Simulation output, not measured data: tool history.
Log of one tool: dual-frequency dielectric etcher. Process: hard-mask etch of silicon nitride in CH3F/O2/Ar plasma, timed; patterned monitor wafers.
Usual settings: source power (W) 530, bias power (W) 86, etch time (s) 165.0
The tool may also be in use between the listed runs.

run	hour	source power (W)	bias power (W)	etch time (s)	read-back reference wafer on the same gauge, depth_nm	mean etch depth across the wafer (nm)
1	0.0	430	86	185.5	133.9	149.4
# hour 7.4: wet clean of the chamber
2	29.7	530	86	165.0	133.9	136.5
3	56.7	530	86	165.0	133.9	137.0
4	104.0	530	86	165.0	134.0	136.7
5	133.5	530	86	165.0	133.8	138.4
6	204.7	530	86	139.5	133.8	116.6
7	257.3	530	86	139.5	133.9	117.1
8	288.0	530	86	165.0	134.0	137.4
# hour 374.9: wet clean of the chamber
9	375.4	530	86	165.0	134.3	131.6
10	402.0	530	86	165.0	134.1	132.5
# hour 430.1: upper electrode replaced
# hour 443.3: bias power generator calibrated
11	445.4	530	86	127.5	133.8	104.0
# hour 459.9: gauge calibrated
12	500.4	530	86	165.0	134.0	133.7
13	535.0	530	86	165.0	133.9	135.5
14	605.5	530	86	165.0	134.2	136.2
15	656.8	630	78	178.0	133.7	146.1
# hour 703.3: wet clean of the chamber
16	714.5	530	86	165.0	134.3	134.4
17	774.8	430	86	185.5	133.8	143.8
18	845.3	420	86	144.0	134.3	112.7
19	913.1	630	86	129.0	133.8	112.0
20	964.6	480	102	190.0	134.3	169.9
# hour 992.1: source power generator calibrated
21	1019.9	460	86	165.0	134.2	134.0
22	1052.8	460	69	165.0	133.9	117.6
# hour 1115.9: wet clean of the chamber
23	1116.4	450	101	187.0	133.8	158.0
24	1121.1	580	77	165.0	133.8	128.6
25	1188.4	590	71	165.0	134.0	123.9
26	1255.6	530	101	183.0	133.8	163.0

4 ways to go on from here, each from the tool as it stands after run 26. What would each give?
A	1256.1	530	86	165.0	?	?
B	1256.1	470	105	208.0	?	?
C	1256.1	650	79	165.0	?	?
D	1256.1	530	78	210.5	?	?

run	read-back reference wafer on the same gauge, depth_nm	mean etch depth across the wafer (nm)
A	134.0	134.6
B	134.0	183.8
C	134.0	135.4
D	134.0	162.5
Without the tool's hidden state the same runs would have given:
run	mean etch depth across the wafer (nm)
A	133.2
B	181.9
C	134.0
D	160.8

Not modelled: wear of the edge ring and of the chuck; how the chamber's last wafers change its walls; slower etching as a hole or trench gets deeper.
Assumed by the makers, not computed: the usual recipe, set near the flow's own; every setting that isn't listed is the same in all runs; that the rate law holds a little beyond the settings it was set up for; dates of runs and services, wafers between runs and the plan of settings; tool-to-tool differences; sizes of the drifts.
